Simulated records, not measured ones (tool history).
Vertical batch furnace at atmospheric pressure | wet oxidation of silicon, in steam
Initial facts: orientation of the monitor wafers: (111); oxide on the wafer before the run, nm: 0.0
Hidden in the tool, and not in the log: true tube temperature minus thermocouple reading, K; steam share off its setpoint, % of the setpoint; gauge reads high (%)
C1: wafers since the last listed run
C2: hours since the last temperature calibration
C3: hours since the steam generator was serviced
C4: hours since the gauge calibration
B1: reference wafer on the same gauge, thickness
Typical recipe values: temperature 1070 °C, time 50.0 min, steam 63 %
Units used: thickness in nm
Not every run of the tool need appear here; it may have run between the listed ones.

run 1 hour=0.0 | temperature=1070 time=50.0 steam=63 | C1=0 C2=1125.1 C3=3219.0 C4=519.0 | B1=414.09 | thickness=461.01
run 2 hour=13.5 | temperature=1081 time=50.0 steam=63 | C1=157 C2=1138.6 C3=3232.5 C4=532.5 | B1=414.34 | thickness=481.58
run 3 hour=25.5 | temperature=1081 time=50.0 steam=63 | C1=140 C2=1150.6 C3=3244.5 C4=544.5 | B1=414.04 | thickness=483.42
run 4 hour=48.5 | temperature=1090 time=50.0 steam=63 | C1=269 C2=1173.6 C3=3267.5 C4=567.5 | B1=414.28 | thickness=499.83
run 5 hour=142.3 | temperature=1090 time=50.0 steam=63 | C1=1097 C2=1267.4 C3=3361.3 C4=661.3 | B1=413.83 | thickness=497.22
run 6 hour=156.3 | temperature=1070 time=50.0 steam=59 | C1=163 C2=1281.4 C3=3375.3 C4=675.3 | B1=413.54 | thickness=445.12
-- hour=183.9 steam generator serviced
run 7 hour=184.4 | temperature=1070 time=50.0 steam=69 | C1=47 C2=1309.5 C3=0.5 C4=703.4 | B1=413.22 | thickness=484.46
run 8 hour=201.4 | temperature=1070 time=50.0 steam=69 | C1=198 C2=1326.5 C3=17.5 C4=720.4 | B1=413.84 | thickness=484.41
run 9 hour=217.3 | temperature=1070 time=40.5 steam=63 | C1=185 C2=1342.4 C3=33.4 C4=736.3 | B1=413.89 | thickness=408.43
run 10 hour=314.5 | temperature=1070 time=50.0 steam=60 | C1=1136 C2=1439.6 C3=130.6 C4=833.5 | B1=413.27 | thickness=448.21
run 11 hour=343.1 | temperature=1070 time=50.0 steam=60 | C1=334 C2=1468.2 C3=159.2 C4=862.1 | B1=413.52 | thickness=448.62
run 12 hour=355.2 | temperature=1070 time=50.0 steam=60 | C1=141 C2=1480.3 C3=171.3 C4=874.2 | B1=413.57 | thickness=448.44
run 13 hour=386.5 | temperature=1070 time=50.0 steam=63 | C1=366 C2=1511.6 C3=202.6 C4=905.5 | B1=413.35 | thickness=458.81
run 14 hour=409.6 | temperature=1070 time=50.0 steam=63 | C1=270 C2=1534.7 C3=225.7 C4=928.6 | B1=412.78 | thickness=459.71
run 15 hour=423.6 | temperature=1056 time=62.5 steam=74 | C1=163 C2=1548.7 C3=239.7 C4=942.6 | B1=413.12 | thickness=540.38
run 16 hour=441.9 | temperature=1070 time=50.0 steam=63 | C1=214 C2=1567.0 C3=258.0 C4=960.9 | B1=413.31 | thickness=457.77
run 17 hour=463.3 | temperature=1070 time=50.0 steam=63 | C1=250 C2=1588.4 C3=279.4 C4=982.3 | B1=413.00 | thickness=460.22
run 18 hour=491.2 | temperature=1070 time=50.0 steam=63 | C1=326 C2=1616.3 C3=307.3 C4=1010.2 | B1=413.42 | thickness=459.24
run 19 hour=521.1 | temperature=1070 time=50.0 steam=63 | C1=349 C2=1646.2 C3=337.2 C4=1040.1 | B1=413.24 | thickness=461.62
-- hour=567.2 thermocouples replaced and temperature profile calibrated
run 20 hour=567.7 | temperature=1062 time=50.0 steam=63 | C1=264 C2=0.5 C3=383.8 C4=1086.7 | B1=412.95 | thickness=442.76
run 21 hour=572.8 | temperature=1070 time=50.0 steam=68 | C1=59 C2=5.6 C3=388.9 C4=1091.8 | B1=413.15 | thickness=480.52
run 22 hour=587.5 | temperature=1070 time=50.0 steam=63 | C1=171 C2=20.3 C3=403.6 C4=1106.5 | B1=412.94 | thickness=461.33
run 23 hour=619.4 | temperature=1070 time=50.0 steam=63 | C1=373 C2=52.2 C3=435.5 C4=1138.4 | B1=412.89 | thickness=459.01
run 24 hour=654.1 | temperature=1081 time=25.0 steam=66 | C1=405 C2=86.9 C3=470.2 C4=1173.1 | B1=412.85 | thickness=333.13
-- hour=663.3 gauge calibrated
run 25 hour=672.2 | temperature=1085 time=64.5 steam=63 | C1=211 C2=105.0 C3=488.3 C4=8.9 | B1=422.34 | thickness=575.28
run 26 hour=702.5 | temperature=1070 time=72.0 steam=63 | C1=354 C2=135.3 C3=518.6 C4=39.2 | B1=421.97 | thickness=577.06
run 27 hour=735.6 | temperature=1070 time=58.0 steam=54 | C1=387 C2=168.4 C3=551.7 C4=72.3 | B1=421.23 | thickness=467.57
run 28 hour=760.7 | temperature=1047 time=69.5 steam=59 | C1=293 C2=193.5 C3=576.8 C4=97.4 | B1=420.67 | thickness=491.49
run 29 hour=773.9 | temperature=1070 time=50.0 steam=67 | C1=154 C2=206.7 C3=590.0 C4=110.6 | B1=420.95 | thickness=483.72
run 30 hour=807.7 | temperature=1062 time=50.0 steam=71 | C1=395 C2=240.5 C3=623.8 C4=144.4 | B1=420.32 | thickness=484.08
run 31 hour=823.5 | temperature=1059 time=72.5 steam=75 | C1=184 C2=256.3 C3=639.6 C4=160.2 | B1=419.48 | thickness=606.06
run 32 hour=844.6 | temperature=1093 time=29.0 steam=70 | C1=246 C2=277.4 C3=660.7 C4=181.3 | B1=419.49 | thickness=400.19
run 33 hour=857.3 | temperature=1086 time=68.0 steam=69 | C1=148 C2=290.1 C3=673.4 C4=194.0 | B1=419.18 | thickness=619.22

Forecast run 34:
run 34 hour=883.0 | temperature=1070 time=50.0 steam=53 | C1=300 C2=315.8 C3=699.1 C4=219.7 | B1=? | thickness=?

{"run 34": {"B1": 418.88, "thickness": 421.57}}
Had the tool carried no hidden state, the very same run would have given thickness 423.49 nm.

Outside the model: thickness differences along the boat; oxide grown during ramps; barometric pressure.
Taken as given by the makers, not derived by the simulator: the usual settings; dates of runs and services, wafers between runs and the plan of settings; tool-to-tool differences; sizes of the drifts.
